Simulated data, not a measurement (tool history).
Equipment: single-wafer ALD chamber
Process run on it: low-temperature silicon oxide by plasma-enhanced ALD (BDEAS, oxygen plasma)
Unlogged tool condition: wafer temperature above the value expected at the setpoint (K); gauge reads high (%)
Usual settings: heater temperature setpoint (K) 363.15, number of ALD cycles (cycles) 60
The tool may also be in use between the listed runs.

run,hour,heater temperature setpoint (K),number of ALD cycles (cycles),wafers since the last listed run,hours since the last thermocouple change,hours since the gauge calibration,"read-back reference wafer on the same gauge, thickness_nm",mean film thickness on the monitor wafer (nm)
1,0.0,363.15,60,0,701.3,161.6,7.640,9.285
2,12.0,363.15,60,41,713.3,173.6,7.638,9.269
3,19.0,363.15,60,24,720.3,180.6,7.636,9.288
4,56.7,363.15,60,129,758.0,218.3,7.644,9.274
5,68.6,363.15,60,40,769.9,230.2,7.641,9.268
6,74.6,363.15,60,20,775.9,236.2,7.640,9.298
7,85.9,363.15,60,38,787.2,247.5,7.641,9.288
8,95.2,363.15,60,31,796.5,256.8,7.633,9.291
9,108.7,353.15,60,46,810.0,270.3,7.643,9.597
10,118.6,353.15,60,34,819.9,280.2,7.637,9.567
11,133.3,363.15,60,50,834.6,294.9,7.636,9.276
# hour 133.6: gauge calibrated
12,145.8,363.15,60,42,847.1,12.2,7.641,9.249
13,155.9,363.15,60,34,857.2,22.3,7.640,9.259
14,165.2,353.15,52,31,866.5,31.6,7.639,8.283
15,176.1,353.15,52,37,877.4,42.5,7.637,8.313
16,224.1,355.15,68,164,925.4,90.5,7.639,10.785
17,235.7,363.15,65,39,937.0,102.1,7.638,10.025
18,249.8,363.15,60,48,951.1,116.2,7.639,9.311

The next listed run, before its measurement:
19,260.5,363.15,60,36,961.8,126.9,?,?

{"run 19": {"read-back reference wafer on the same gauge, thickness_nm": 7.643, "mean film thickness on the monitor wafer (nm)": 9.272}}
Had the tool carried no hidden state, the very same run would have given mean film thickness on the monitor wafer (nm) 9.272.
